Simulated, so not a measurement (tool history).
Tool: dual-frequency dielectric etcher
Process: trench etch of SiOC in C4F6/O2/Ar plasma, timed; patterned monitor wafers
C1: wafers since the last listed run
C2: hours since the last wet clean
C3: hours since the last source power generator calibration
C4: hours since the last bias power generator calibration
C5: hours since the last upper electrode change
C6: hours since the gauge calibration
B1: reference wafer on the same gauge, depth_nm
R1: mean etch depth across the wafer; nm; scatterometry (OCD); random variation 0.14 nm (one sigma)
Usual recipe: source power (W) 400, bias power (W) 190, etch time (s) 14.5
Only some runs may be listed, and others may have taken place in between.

{"run": 1, "hour": 0.0, "source power (W)": 400, "bias power (W)": 190, "etch time (s)": 14.5, "C1": 0, "C2": 348.7, "C3": 1548.3, "C4": 4323.5, "C5": 3918.8, "C6": 211, "B1": 37.65, "R1": 31.5}
{"run": 2, "hour": 12.8, "source power (W)": 400, "bias power (W)": 165, "etch time (s)": 14.5, "C1": 214, "C2": 361.5, "C3": 1561.1, "C4": 4336.3, "C5": 3931.6, "C6": 223.8, "B1": 37.6, "R1": 29.28}
{"run": 3, "hour": 19.6, "source power (W)": 400, "bias power (W)": 165, "etch time (s)": 14.5, "C1": 114, "C2": 368.3, "C3": 1567.9, "C4": 4343.1, "C5": 3938.4, "C6": 230.6, "B1": 37.72, "R1": 29.2}
{"hour": 26.2, "done": "source power generator calibrated"}
{"run": 4, "hour": 28.5, "source power (W)": 400, "bias power (W)": 190, "etch time (s)": 14.5, "C1": 82, "C2": 377.2, "C3": 2.3, "C4": 4352, "C5": 3947.3, "C6": 239.5, "B1": 37.62, "R1": 31.22}
{"hour": 59.2, "done": "wet clean of the chamber"}
{"run": 5, "hour": 68.1, "source power (W)": 400, "bias power (W)": 190, "etch time (s)": 13.5, "C1": 261, "C2": 8.9, "C3": 41.9, "C4": 4391.6, "C5": 3986.9, "C6": 279.1, "B1": 37.61, "R1": 29.68}
{"run": 6, "hour": 85.4, "source power (W)": 400, "bias power (W)": 190, "etch time (s)": 13.5, "C1": 290, "C2": 26.2, "C3": 59.2, "C4": 4408.9, "C5": 4004.2, "C6": 296.4, "B1": 37.68, "R1": 29.91}
{"run": 7, "hour": 92.9, "source power (W)": 400, "bias power (W)": 190, "etch time (s)": 13.5, "C1": 125, "C2": 33.7, "C3": 66.7, "C4": 4416.4, "C5": 4011.7, "C6": 303.9, "B1": 37.68, "R1": 29.67}
{"run": 8, "hour": 101.0, "source power (W)": 400, "bias power (W)": 190, "etch time (s)": 14.5, "C1": 135, "C2": 41.8, "C3": 74.8, "C4": 4424.5, "C5": 4019.8, "C6": 312, "B1": 37.65, "R1": 31.97}
{"hour": 106.6, "done": "bias power generator calibrated"}
{"hour": 129.1, "done": "upper electrode replaced"}
{"run": 9, "hour": 129.6, "source power (W)": 500, "bias power (W)": 160, "etch time (s)": 13, "C1": 34, "C2": 70.4, "C3": 103.4, "C4": 23, "C5": 0.5, "C6": 340.6, "B1": 37.54, "R1": 28.37}
{"run": 10, "hour": 132.9, "source power (W)": 330, "bias power (W)": 162, "etch time (s)": 14.5, "C1": 55, "C2": 73.7, "C3": 106.7, "C4": 26.3, "C5": 3.8, "C6": 343.9, "B1": 37.59, "R1": 27.12}
{"run": 11, "hour": 139.8, "source power (W)": 370, "bias power (W)": 190, "etch time (s)": 14.5, "C1": 115, "C2": 80.6, "C3": 113.6, "C4": 33.2, "C5": 10.7, "C6": 350.8, "B1": 37.54, "R1": 30.89}
{"run": 12, "hour": 146.1, "source power (W)": 400, "bias power (W)": 190, "etch time (s)": 14.5, "C1": 105, "C2": 86.9, "C3": 119.9, "C4": 39.5, "C5": 17, "C6": 357.1, "B1": 37.58, "R1": 31.81}
{"run": 13, "hour": 162.5, "source power (W)": 400, "bias power (W)": 190, "etch time (s)": 14.5, "C1": 275, "C2": 103.3, "C3": 136.3, "C4": 55.9, "C5": 33.4, "C6": 373.5, "B1": 37.51, "R1": 31.73}
{"run": 14, "hour": 171.9, "source power (W)": 450, "bias power (W)": 202, "etch time (s)": 10.5, "C1": 157, "C2": 112.7, "C3": 145.7, "C4": 65.3, "C5": 42.8, "C6": 382.9, "B1": 37.6, "R1": 24.87}
{"run": 15, "hour": 186.3, "source power (W)": 450, "bias power (W)": 227, "etch time (s)": 14.5, "C1": 241, "C2": 127.1, "C3": 160.1, "C4": 79.7, "C5": 57.2, "C6": 397.3, "B1": 37.55, "R1": 36.23}
{"hour": 193.3, "done": "gauge calibrated"}
{"run": 16, "hour": 195.4, "source power (W)": 340, "bias power (W)": 190, "etch time (s)": 14.5, "C1": 152, "C2": 136.2, "C3": 169.2, "C4": 88.8, "C5": 66.3, "C6": 2.1, "B1": 37.65, "R1": 29.61}
{"run": 17, "hour": 201.7, "source power (W)": 400, "bias power (W)": 151, "etch time (s)": 17.5, "C1": 105, "C2": 142.5, "C3": 175.5, "C4": 95.1, "C5": 72.6, "C6": 8.4, "B1": 37.57, "R1": 33.84}
{"run": 18, "hour": 216.7, "source power (W)": 460, "bias power (W)": 142, "etch time (s)": 17.5, "C1": 251, "C2": 157.5, "C3": 190.5, "C4": 110.1, "C5": 87.6, "C6": 23.4, "B1": 37.55, "R1": 34.36}

What does the tool deliver on the next run?
{"run": 19, "hour": 229.0, "source power (W)": 400, "bias power (W)": 190, "etch time (s)": 19, "C1": 206, "C2": 169.8, "C3": 202.8, "C4": 122.4, "C5": 99.9, "C6": 35.7, "B1": "?", "R1": "?"}

B1: 37.56
R1: 41.62 nm
Minus the tool's unlogged condition, the same run would have read R1 42.53 nm.
